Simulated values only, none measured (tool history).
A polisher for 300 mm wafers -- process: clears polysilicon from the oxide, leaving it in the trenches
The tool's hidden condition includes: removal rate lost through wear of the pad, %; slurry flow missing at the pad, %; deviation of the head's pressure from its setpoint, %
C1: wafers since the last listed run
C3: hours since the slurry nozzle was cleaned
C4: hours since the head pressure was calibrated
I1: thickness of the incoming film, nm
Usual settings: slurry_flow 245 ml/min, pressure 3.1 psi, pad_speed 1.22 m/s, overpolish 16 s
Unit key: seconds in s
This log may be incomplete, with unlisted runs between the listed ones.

{"run": 1, "day": 0.0, "slurry_flow": 245, "pressure": 3.1, "pad_speed": 1.22, "overpolish": 16, "C1": 0, "wafers polished on this pad": 605, "C3": 877.9, "C4": 814.2, "I1": 507.1, "seconds": 30.5}
{"day": 0.104, "done": "worn pad replaced by a new one"}
{"run": 2, "day": 0.683, "slurry_flow": 245, "pressure": 3.1, "pad_speed": 1.22, "overpolish": 16, "C1": 174, "wafers polished on this pad": 174, "C3": 894.3, "C4": 830.6, "I1": 493.6, "seconds": 27.9}
{"run": 3, "day": 1.108, "slurry_flow": 245, "pressure": 3.9, "pad_speed": 1.22, "overpolish": 16, "C1": 127, "wafers polished on this pad": 302, "C3": 904.5, "C4": 840.8, "I1": 499.8, "seconds": 22.9}
{"run": 4, "day": 1.412, "slurry_flow": 245, "pressure": 3.1, "pad_speed": 1.22, "overpolish": 16, "C1": 91, "wafers polished on this pad": 393, "C3": 911.8, "C4": 848.1, "I1": 501.0, "seconds": 28.9}
{"day": 2.283, "done": "worn pad replaced by a new one"}
{"run": 5, "day": 2.304, "slurry_flow": 245, "pressure": 3.1, "pad_speed": 1.22, "overpolish": 16, "C1": 217, "wafers polished on this pad": 6, "C3": 933.2, "C4": 869.5, "I1": 494.5, "seconds": 28.0}
{"run": 6, "day": 2.821, "slurry_flow": 245, "pressure": 3.1, "pad_speed": 1.22, "overpolish": 16, "C1": 155, "wafers polished on this pad": 161, "C3": 945.6, "C4": 881.9, "I1": 507.4, "seconds": 29.0}
{"run": 7, "day": 3.55, "slurry_flow": 245, "pressure": 3.9, "pad_speed": 0.98, "overpolish": 16, "C1": 219, "wafers polished on this pad": 380, "C3": 963.1, "C4": 899.4, "I1": 504.0, "seconds": 29.3}
{"run": 8, "day": 4.258, "slurry_flow": 245, "pressure": 3.1, "pad_speed": 1.22, "overpolish": 13, "C1": 212, "wafers polished on this pad": 593, "C3": 980.1, "C4": 916.4, "I1": 501.8, "seconds": 30.4}
{"day": 4.462, "done": "worn pad replaced by a new one"}
{"run": 9, "day": 4.892, "slurry_flow": 245, "pressure": 3.1, "pad_speed": 1.22, "overpolish": 16, "C1": 140, "wafers polished on this pad": 128, "C3": 995.3, "C4": 931.6, "I1": 501.5, "seconds": 28.9}
{"run": 10, "day": 5.717, "slurry_flow": 225, "pressure": 2.5, "pad_speed": 1.48, "overpolish": 10, "C1": 248, "wafers polished on this pad": 376, "C3": 1015.1, "C4": 951.4, "I1": 498.8, "seconds": 30.6}
{"day": 5.771, "done": "slurry nozzle cleaned"}
{"run": 11, "day": 6.35, "slurry_flow": 245, "pressure": 2.5, "pad_speed": 1.52, "overpolish": 16, "C1": 177, "wafers polished on this pad": 554, "C3": 13.9, "C4": 966.6, "I1": 506.5, "seconds": 30.7}
{"day": 6.95, "done": "worn pad replaced by a new one"}
{"run": 12, "day": 7.071, "slurry_flow": 245, "pressure": 3.1, "pad_speed": 1.22, "overpolish": 16, "C1": 166, "wafers polished on this pad": 36, "C3": 31.2, "C4": 983.9, "I1": 490.2, "seconds": 28.9}
{"day": 7.275, "done": "head pressure recalibrated"}
{"run": 13, "day": 7.688, "slurry_flow": 300, "pressure": 3.7, "pad_speed": 1.0, "overpolish": 24, "C1": 160, "wafers polished on this pad": 196, "C3": 46.0, "C4": 9.9, "I1": 499.2, "seconds": 26.3}
{"run": 14, "day": 8.292, "slurry_flow": 245, "pressure": 3.1, "pad_speed": 1.22, "overpolish": 25, "C1": 181, "wafers polished on this pad": 378, "C3": 60.5, "C4": 24.4, "I1": 507.4, "seconds": 27.2}
{"day": 8.904, "done": "worn pad replaced by a new one"}
{"run": 15, "day": 8.925, "slurry_flow": 245, "pressure": 3.6, "pad_speed": 0.84, "overpolish": 26, "C1": 140, "wafers polished on this pad": 5, "C3": 75.7, "C4": 39.6, "I1": 498.0, "seconds": 32.6}
{"run": 16, "day": 9.217, "slurry_flow": 245, "pressure": 3.1, "pad_speed": 1.54, "overpolish": 16, "C1": 87, "wafers polished on this pad": 93, "C3": 82.7, "C4": 46.6, "I1": 496.3, "seconds": 20.5}

Forecast each of these 5 alternatives for the next run:
{"run": "A", "day": 9.233, "slurry_flow": 245, "pressure": 3.8, "pad_speed": 1.22, "overpolish": 16, "C1": 5, "wafers polished on this pad": 98, "C3": 83.1, "C4": 47.0, "I1": 500.0, "seconds": "?"}
{"run": "B", "day": 9.233, "slurry_flow": 195, "pressure": 3.7, "pad_speed": 1.46, "overpolish": 16, "C1": 5, "wafers polished on this pad": 98, "C3": 83.1, "C4": 47.0, "I1": 500.0, "seconds": "?"}
{"run": "C", "day": 9.233, "slurry_flow": 280, "pressure": 2.3, "pad_speed": 1.22, "overpolish": 21, "C1": 5, "wafers polished on this pad": 98, "C3": 83.1, "C4": 47.0, "I1": 500.0, "seconds": "?"}
{"run": "D", "day": 9.233, "slurry_flow": 245, "pressure": 3.4, "pad_speed": 1.22, "overpolish": 7, "C1": 5, "wafers polished on this pad": 98, "C3": 83.1, "C4": 47.0, "I1": 500.0, "seconds": "?"}
{"run": "E", "day": 9.233, "slurry_flow": 300, "pressure": 3.6, "pad_speed": 1.36, "overpolish": 20, "C1": 5, "wafers polished on this pad": 98, "C3": 83.1, "C4": 47.0, "I1": 500.0, "seconds": "?"}

run=A seconds=21.3
run=B seconds=18.6
run=C seconds=34.8
run=D seconds=23.8
run=E seconds=19.8
The same runs, with their run-to-run variation unchanged, on a tool lacking any hidden condition would have given:
run=A seconds=21.3
run=B seconds=18.6
run=C seconds=34.8
run=D seconds=23.8
run=E seconds=19.8

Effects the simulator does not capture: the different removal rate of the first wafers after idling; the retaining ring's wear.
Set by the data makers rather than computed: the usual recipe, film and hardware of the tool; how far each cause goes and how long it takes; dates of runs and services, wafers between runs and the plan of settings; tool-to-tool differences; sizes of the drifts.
